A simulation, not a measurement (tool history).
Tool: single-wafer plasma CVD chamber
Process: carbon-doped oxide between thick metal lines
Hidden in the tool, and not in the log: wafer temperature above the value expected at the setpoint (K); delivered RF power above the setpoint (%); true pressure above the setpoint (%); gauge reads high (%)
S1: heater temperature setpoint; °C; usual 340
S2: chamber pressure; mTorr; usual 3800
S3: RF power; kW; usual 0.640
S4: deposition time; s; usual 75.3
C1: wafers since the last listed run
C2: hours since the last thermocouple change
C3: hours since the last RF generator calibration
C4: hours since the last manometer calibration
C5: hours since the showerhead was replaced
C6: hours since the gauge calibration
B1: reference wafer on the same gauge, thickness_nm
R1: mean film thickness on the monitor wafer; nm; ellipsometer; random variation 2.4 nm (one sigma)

Run 1, hour 0.0: usual settings; C1 0; C2 1037.9; C3 1255.8; C4 1867.4; C5 3879.9; C6 261.6; B1 403.287. Result: R1 420.482 nm.
Run 2, hour 30.2: usual settings; C1 324; C2 1068.1; C3 1286.0; C4 1897.6; C5 3910.1; C6 291.8; B1 403.177. Result: R1 417.373 nm.
Run 3, hour 45.4: usual settings; C1 163; C2 1083.3; C3 1301.2; C4 1912.8; C5 3925.3; C6 307.0; B1 402.579. Result: R1 424.407 nm.
Run 4, hour 66.0: usual settings; C1 221; C2 1103.9; C3 1321.8; C4 1933.4; C5 3945.9; C6 327.6; B1 402.207. Result: R1 418.751 nm.
Run 5, hour 83.2: usual settings; C1 184; C2 1121.1; C3 1339.0; C4 1950.6; C5 3963.1; C6 344.8; B1 402.497. Result: R1 420.473 nm.
Run 6, hour 97.9: usual settings; C1 157; C2 1135.8; C3 1353.7; C4 1965.3; C5 3977.8; C6 359.5; B1 401.384. Result: R1 417.774 nm.
Run 7, hour 131.7: usual settings; C1 363; C2 1169.6; C3 1387.5; C4 1999.1; C5 4011.6; C6 393.3; B1 401.817. Result: R1 420.193 nm.
Run 8, hour 154.7: usual settings but S4 65.3 s; C1 247; C2 1192.6; C3 1410.5; C4 2022.1; C5 4034.6; C6 416.3; B1 400.858. Result: R1 365.834 nm.
Run 9, hour 187.4: usual settings but S4 65.3 s; C1 351; C2 1225.3; C3 1443.2; C4 2054.8; C5 4067.3; C6 449.0; B1 400.454. Result: R1 363.894 nm.
Run 10, hour 205.0: usual settings but S2 4150 mTorr; C1 189; C2 1242.9; C3 1460.8; C4 2072.4; C5 4084.9; C6 466.6; B1 399.744. Result: R1 423.827 nm.
At hour 224.3: RF generator calibrated.
Run 11, hour 239.8: usual settings but S2 4150 mTorr; C1 288; C2 1277.7; C3 15.5; C4 2107.2; C5 4119.7; C6 501.4; B1 400.090. Result: R1 422.541 nm.
Run 12, hour 270.8: usual settings; C1 333; C2 1308.7; C3 46.5; C4 2138.2; C5 4150.7; C6 532.4; B1 399.290. Result: R1 416.082 nm.
At hour 282.1: gauge calibrated.
At hour 287.1: showerhead replaced.
Run 13, hour 287.6: usual settings but S1 325 °C, S4 88.6 s; C1 94; C2 1325.5; C3 63.3; C4 2155.0; C5 0.5; C6 5.5; B1 410.971. Result: R1 531.564 nm.
Run 14, hour 316.9: usual settings; C1 314; C2 1354.8; C3 92.6; C4 2184.3; C5 29.8; C6 34.8; B1 410.195. Result: R1 423.771 nm.
At hour 337.0: thermocouple changed; heater temperature recalibrated.
Run 15, hour 349.4: usual settings but S3 0.730 kW; C1 263; C2 12.4; C3 125.1; C4 2216.8; C5 62.3; C6 67.3; B1 410.211. Result: R1 467.966 nm.
Run 16, hour 364.6: usual settings but S1 346 °C; C1 163; C2 27.6; C3 140.3; C4 2232.0; C5 77.5; C6 82.5; B1 408.346. Result: R1 421.022 nm.
At hour 403.2: capacitance manometer re-zeroed and calibrated.
Run 17, hour 403.7: usual settings but S2 4560 mTorr, S4 81.7 s; C1 334; C2 66.7; C3 179.4; C4 0.5; C5 116.6; C6 121.6; B1 408.573. Result: R1 475.169 nm.
Run 18, hour 430.9: usual settings but S1 329 °C, S2 3410 mTorr, S4 71.4 s; C1 292; C2 93.9; C3 206.6; C4 27.7; C5 143.8; C6 148.8; B1 407.492. Result: R1 412.128 nm.
Run 19, hour 459.9: usual settings but S1 332 °C, S2 4680 mTorr, S3 0.690 kW, S4 65.3 s; C1 311; C2 122.9; C3 235.6; C4 56.7; C5 172.8; C6 177.8; B1 406.340. Result: R1 410.520 nm.
Run 20, hour 479.4: usual settings; C1 209; C2 142.4; C3 255.1; C4 76.2; C5 192.3; C6 197.3; B1 407.598. Result: R1 423.965 nm.
Run 21, hour 493.0: usual settings; C1 146; C2 156.0; C3 268.7; C4 89.8; C5 205.9; C6 210.9; B1 406.309. Result: R1 426.745 nm.
Run 22, hour 505.1: usual settings but S1 352 °C, S2 2930 mTorr, S4 81.5 s; C1 130; C2 168.1; C3 280.8; C4 101.9; C5 218.0; C6 223.0; B1 407.277. Result: R1 427.309 nm.
Run 23, hour 527.9: usual settings but S1 334 °C, S2 3100 mTorr, S3 0.600 kW, S4 87.2 s; C1 245; C2 190.9; C3 303.6; C4 124.7; C5 240.8; C6 245.8; B1 406.594. Result: R1 464.316 nm.

Forecast each of these 4 alternatives for the next run:
Run A, hour 528.3: usual settings; C1 4; C2 191.3; C3 304.0; C4 125.1; C5 241.2; C6 246.2; B1 ?. Result: R1 ?.
Run B, hour 528.3: usual settings but S3 0.535 kW, S4 62.4 s; C1 4; C2 191.3; C3 304.0; C4 125.1; C5 241.2; C6 246.2; B1 ?. Result: R1 ?.
Run C, hour 528.3: usual settings but S1 351 °C, S2 2890 mTorr, S3 0.595 kW, S4 69.0 s; C1 4; C2 191.3; C3 304.0; C4 125.1; C5 241.2; C6 246.2; B1 ?. Result: R1 ?.
Run D, hour 528.3: usual settings but S2 2980 mTorr; C1 4; C2 191.3; C3 304.0; C4 125.1; C5 241.2; C6 246.2; B1 ?. Result: R1 ?.

run       B1       R1
  A  406.290  422.663
  B  406.290  308.028
  C  406.290  345.489
  D  406.290  411.196
Without the tool's hidden state the same runs would have given:
run       R1
  A  425.463
  B  310.069
  C  347.778
  D  413.921
